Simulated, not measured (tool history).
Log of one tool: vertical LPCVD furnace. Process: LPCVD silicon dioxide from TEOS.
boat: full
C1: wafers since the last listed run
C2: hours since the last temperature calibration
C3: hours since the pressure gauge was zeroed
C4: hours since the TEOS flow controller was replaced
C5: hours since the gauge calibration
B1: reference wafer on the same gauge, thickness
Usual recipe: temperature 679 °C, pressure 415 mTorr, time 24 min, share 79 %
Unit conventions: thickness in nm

Run 1, hour 0: usual settings but temperature 682 °C, time 28 min; C1 0; C2 3452.7; C3 4971.6; C4 6350.8; C5 397; B1 126.01. Result: thickness 202.96 nm.
Run 2, hour 7.5: usual settings; C1 109; C2 3460.2; C3 4979.1; C4 6358.3; C5 404.5; B1 126.04. Result: thickness 162.39 nm.
Run 3, hour 19.9: usual settings; C1 180; C2 3472.6; C3 4991.5; C4 6370.7; C5 416.9; B1 125.96. Result: thickness 161.78 nm.
Run 4, hour 27.2: usual settings; C1 106; C2 3479.9; C3 4998.8; C4 6378; C5 424.2; B1 126.04. Result: thickness 161.87 nm.
Run 5, hour 38.3: usual settings but temperature 670 °C; C1 161; C2 3491; C3 5009.9; C4 6389.1; C5 435.3; B1 126.01. Result: thickness 130.13 nm.
Run 6, hour 47.8: usual settings but temperature 670 °C; C1 138; C2 3500.5; C3 5019.4; C4 6398.6; C5 444.8; B1 125.99. Result: thickness 130.5 nm.
Run 7, hour 56.2: usual settings but temperature 670 °C; C1 122; C2 3508.9; C3 5027.8; C4 6407; C5 453.2; B1 126.06. Result: thickness 130.48 nm.
Run 8, hour 67.2: usual settings; C1 159; C2 3519.9; C3 5038.8; C4 6418; C5 464.2; B1 125.88. Result: thickness 162.33 nm.
Run 9, hour 82: usual settings; C1 215; C2 3534.7; C3 5053.6; C4 6432.8; C5 479; B1 125.96. Result: thickness 161.85 nm.
Run 10, hour 91.1: usual settings; C1 132; C2 3543.8; C3 5062.7; C4 6441.9; C5 488.1; B1 126.03. Result: thickness 162.31 nm.
Run 11, hour 108.5: usual settings; C1 252; C2 3561.2; C3 5080.1; C4 6459.3; C5 505.5; B1 126.03. Result: thickness 162.71 nm.
Run 12, hour 121.6: usual settings; C1 190; C2 3574.3; C3 5093.2; C4 6472.4; C5 518.6; B1 126.02. Result: thickness 162.24 nm.
Run 13, hour 132.1: usual settings; C1 152; C2 3584.8; C3 5103.7; C4 6482.9; C5 529.1; B1 125.94. Result: thickness 161.79 nm.
Run 14, hour 145.7: usual settings but pressure 380 mTorr, time 30.5 min; C1 197; C2 3598.4; C3 5117.3; C4 6496.5; C5 542.7; B1 126. Result: thickness 197.72 nm.
Run 15, hour 162.4: usual settings but temperature 683 °C, pressure 315 mTorr, time 21.5 min, share 85 %; C1 242; C2 3615.1; C3 5134; C4 6513.2; C5 559.4; B1 126.07. Result: thickness 144.22 nm.
At hour 163.7: gauge calibrated.
Run 16, hour 170.7: usual settings but pressure 490 mTorr, time 30 min, share 95 %; C1 120; C2 3623.4; C3 5142.3; C4 6521.5; C5 7; B1 125.95. Result: thickness 241.5 nm.
Run 17, hour 181.3: usual settings but temperature 669 °C, pressure 490 mTorr, time 30.5 min, share 66 %; C1 154; C2 3634; C3 5152.9; C4 6532.1; C5 17.6; B1 126.05. Result: thickness 160.34 nm.
Run 18, hour 228.4: usual settings but temperature 670 °C, pressure 460 mTorr, time 19 min, share 66 %; C1 684; C2 3681.1; C3 5200; C4 6579.2; C5 64.7; B1 125.95. Result: thickness 99.18 nm.
At hour 265.7: TEOS flow controller replaced.
Run 19, hour 266.2: usual settings; C1 200; C2 3718.9; C3 5237.8; C4 0.5; C5 102.5; B1 126.06. Result: thickness 162.2 nm.
At hour 302: thermocouples replaced and temperature profile calibrated.
At hour 318.1: pressure gauge zeroed.
Run 20, hour 318.6: usual settings but pressure 460 mTorr; C1 179; C2 16.6; C3 0.5; C4 52.9; C5 154.9; B1 125.99. Result: thickness 155.64 nm.
Run 21, hour 322.8: usual settings but temperature 673 °C, share 93 %; C1 61; C2 20.8; C3 4.7; C4 57.1; C5 159.1; B1 125.95. Result: thickness 138.93 nm.
Run 22, hour 331.6: usual settings but temperature 667 °C, pressure 485 mTorr, time 19 min, share 70 %; C1 127; C2 29.6; C3 13.5; C4 65.9; C5 167.9; B1 125.98. Result: thickness 88.93 nm.
Run 23, hour 346.4: usual settings but temperature 682 °C, time 28 min; C1 215; C2 44.4; C3 28.3; C4 80.7; C5 182.7; B1 125.97. Result: thickness 186.06 nm.
Run 24, hour 356.9: usual settings but temperature 669 °C, time 18.5 min, share 86 %; C1 152; C2 54.9; C3 38.8; C4 91.2; C5 193.2; B1 125.94. Result: thickness 93.02 nm.
Run 25, hour 363.5: usual settings; C1 95; C2 61.5; C3 45.4; C4 97.8; C5 199.8; B1 126.02. Result: thickness 148.22 nm.
Run 26, hour 369.6: usual settings but temperature 673 °C, share 74 %; C1 88; C2 67.6; C3 51.5; C4 103.9; C5 205.9; B1 125.89. Result: thickness 124 nm.
Run 27, hour 384.3: usual settings; C1 213; C2 82.3; C3 66.2; C4 118.6; C5 220.6; B1 126.02. Result: thickness 148.04 nm.
Run 28, hour 402.2: usual settings; C1 260; C2 100.2; C3 84.1; C4 136.5; C5 238.5; B1 126.07. Result: thickness 148.92 nm.
Run 29, hour 411.8: usual settings but temperature 687 °C, pressure 330 mTorr, share 88 %; C1 139; C2 109.8; C3 93.7; C4 146.1; C5 248.1; B1 125.99. Result: thickness 169.71 nm.
Run 30, hour 419.2: usual settings but temperature 682 °C, time 28 min; C1 107; C2 117.2; C3 101.1; C4 153.5; C5 255.5; B1 125.95. Result: thickness 187.52 nm.
Run 31, hour 427.8: usual settings but temperature 689 °C, pressure 350 mTorr; C1 125; C2 125.8; C3 109.7; C4 162.1; C5 264.1; B1 125.93. Result: thickness 173.9 nm.
Run 32, hour 438.6: usual settings; C1 156; C2 136.6; C3 120.5; C4 172.9; C5 274.9; B1 126.02. Result: thickness 148.8 nm.

Across each entry between runs, compare the hidden state at the last listed run before it with the hidden state at the first listed run after it:
From run 15 to run 16: gauge calibrated (hour 163.7)
  the hidden state is the same at both runs
  difference, measured minus the result without the unlogged condition, thickness: +14.04 -> +23.7 nm
From run 18 to run 19: TEOS flow controller replaced (hour 265.7)
  the hidden state is the same at both runs
  difference, measured minus the result without the unlogged condition, thickness: +9.93 -> +15.97 nm
From run 19 to run 20: thermocouples replaced and temperature profile calibrated (hour 302); pressure gauge zeroed (hour 318.1)
  true tube temperature minus thermocouple reading, K: 4.28 -> 0.402
  difference, measured minus the result without the unlogged condition, thickness: +15.97 -> +1.51 nm

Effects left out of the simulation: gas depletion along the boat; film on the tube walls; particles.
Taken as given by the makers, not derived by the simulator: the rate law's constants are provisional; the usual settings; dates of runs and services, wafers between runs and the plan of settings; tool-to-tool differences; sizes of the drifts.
